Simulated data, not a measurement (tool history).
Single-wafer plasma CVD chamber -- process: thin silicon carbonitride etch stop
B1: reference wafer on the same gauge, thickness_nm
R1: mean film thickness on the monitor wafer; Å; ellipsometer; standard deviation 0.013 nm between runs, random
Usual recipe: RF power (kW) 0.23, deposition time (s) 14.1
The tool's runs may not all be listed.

run 1 hour=0 | RF_power_(kW)=0.23 deposition_time_(s)=14.1 | B1=8.49 | R1=82.52
run 2 hour=19 | RF_power_(kW)=0.23 deposition_time_(s)=14.1 | B1=8.486 | R1=82.5
run 3 hour=34 | RF_power_(kW)=0.23 deposition_time_(s)=14.1 | B1=8.492 | R1=82.55
run 4 hour=67.4 | RF_power_(kW)=0.23 deposition_time_(s)=14.1 | B1=8.492 | R1=82.56
run 5 hour=99.3 | RF_power_(kW)=0.23 deposition_time_(s)=14.1 | B1=8.491 | R1=82.46
run 6 hour=173.3 | RF_power_(kW)=0.23 deposition_time_(s)=12.1 | B1=8.492 | R1=70.7
-- hour=188.4 showerhead replaced
run 7 hour=198.6 | RF_power_(kW)=0.23 deposition_time_(s)=12.1 | B1=8.493 | R1=70.59
-- hour=212.1 gauge calibrated
run 8 hour=219 | RF_power_(kW)=0.21 deposition_time_(s)=15.6 | B1=8.493 | R1=89.06
-- hour=250.2 thermocouple changed; heater temperature recalibrated
run 9 hour=254.2 | RF_power_(kW)=0.23 deposition_time_(s)=14.1 | B1=8.489 | R1=82.27
run 10 hour=269.5 | RF_power_(kW)=0.23 deposition_time_(s)=14.1 | B1=8.489 | R1=82.29
run 11 hour=295.5 | RF_power_(kW)=0.19 deposition_time_(s)=13.2 | B1=8.49 | R1=73.38
-- hour=308.8 RF generator calibrated
run 12 hour=320.6 | RF_power_(kW)=0.23 deposition_time_(s)=14.1 | B1=8.491 | R1=83.55
run 13 hour=346.5 | RF_power_(kW)=0.205 deposition_time_(s)=11.7 | B1=8.491 | R1=67.36
run 14 hour=375.2 | RF_power_(kW)=0.23 deposition_time_(s)=14.1 | B1=8.489 | R1=83.21
run 15 hour=395.2 | RF_power_(kW)=0.245 deposition_time_(s)=13.3 | B1=8.494 | R1=79.79
run 16 hour=427.9 | RF_power_(kW)=0.265 deposition_time_(s)=16 | B1=8.489 | R1=97.92
run 17 hour=463.1 | RF_power_(kW)=0.19 deposition_time_(s)=16.1 | B1=8.491 | R1=90.81

Run 18 comes next. What will it give?
run 18 hour=487 | RF_power_(kW)=0.27 deposition_time_(s)=14.1 | B1=? | R1=?

B1: 8.489
R1: 86.54 Å
Without the tool's hidden state the same run would have given R1 86.77 Å.
